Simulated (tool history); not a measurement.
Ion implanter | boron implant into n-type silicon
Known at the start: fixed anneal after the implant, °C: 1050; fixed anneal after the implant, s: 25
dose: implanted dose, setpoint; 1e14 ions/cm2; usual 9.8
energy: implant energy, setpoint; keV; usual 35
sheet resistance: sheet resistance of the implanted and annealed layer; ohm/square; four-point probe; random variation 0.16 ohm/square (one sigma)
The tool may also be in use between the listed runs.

run	hour	dose	energy	wafers since the last listed run	hours since the last dose calibration	hours since the extraction supply was calibrated	hours since the gauge calibration	read-back reference wafer on the same gauge, sheet resistance	sheet resistance
1	0	9.8	35	0	1423	3170.7	1794.5	88.01	110.66
2	311	9.8	35	3857	1734	3481.7	2105.5	87.95	110.62
3	373.2	12.09	35	771	1796.2	3543.9	2167.7	88.02	92.84
4	409.8	12.09	35	453	1832.8	3580.5	2204.3	87.99	92.32
5	507.2	12.09	35	1208	1930.2	3677.9	2301.7	88	92.72
6	590.5	9.8	41	1033	2013.5	3761.2	2385	88	109.46
7	679.8	9.8	35	1107	2102.8	3850.5	2474.3	88.04	110.74
8	718.6	9.8	35	481	2141.6	3889.3	2513.1	88.02	111.01
# hour 786.2: Faraday cup replaced and dose calibrated
9	804.9	9.8	35	971	18.7	3975.6	2599.4	88.02	109.16
10	890.8	10.62	35	1065	104.6	4061.5	2685.3	88.04	102.19
11	959.1	10.62	35	847	172.9	4129.8	2753.6	88.01	102.28
12	1053.3	9.8	35	1168	267.1	4224	2847.8	87.98	109.78
# hour 1098.5: gauge calibrated
13	1117.5	9.8	35	796	331.3	4288.2	19	88	109.5
14	1186.6	9.8	35	857	400.4	4357.3	88.1	87.99	109.82
15	1292	9.8	35	1307	505.8	4462.7	193.5	87.99	109.65
16	1367.9	9.8	23.5	941	581.7	4538.6	269.4	88.01	113.66
17	1428.5	11.99	41	751	642.3	4599.2	330	88	91.64
18	1525.5	9.8	35	1203	739.3	4696.2	427	88.01	110.2
# hour 1605.1: extraction supply calibrated
19	1632.1	9.8	42	1222	845.9	27	533.6	87.99	108.64
20	1670.7	7.04	35	478	884.5	65.6	572.2	87.98	144.63
21	1742.9	12.68	43	895	956.7	137.8	644.4	88.03	87.3

Forecast run 22:
22	1836.8	9.05	35	1164	1050.6	231.7	738.3	?	?

{"run 22": {"read-back reference wafer on the same gauge, sheet resistance": 88, "sheet resistance": 118.2}}
Without the tool's hidden state the same run would have given sheet resistance 116.93 ohm/square.
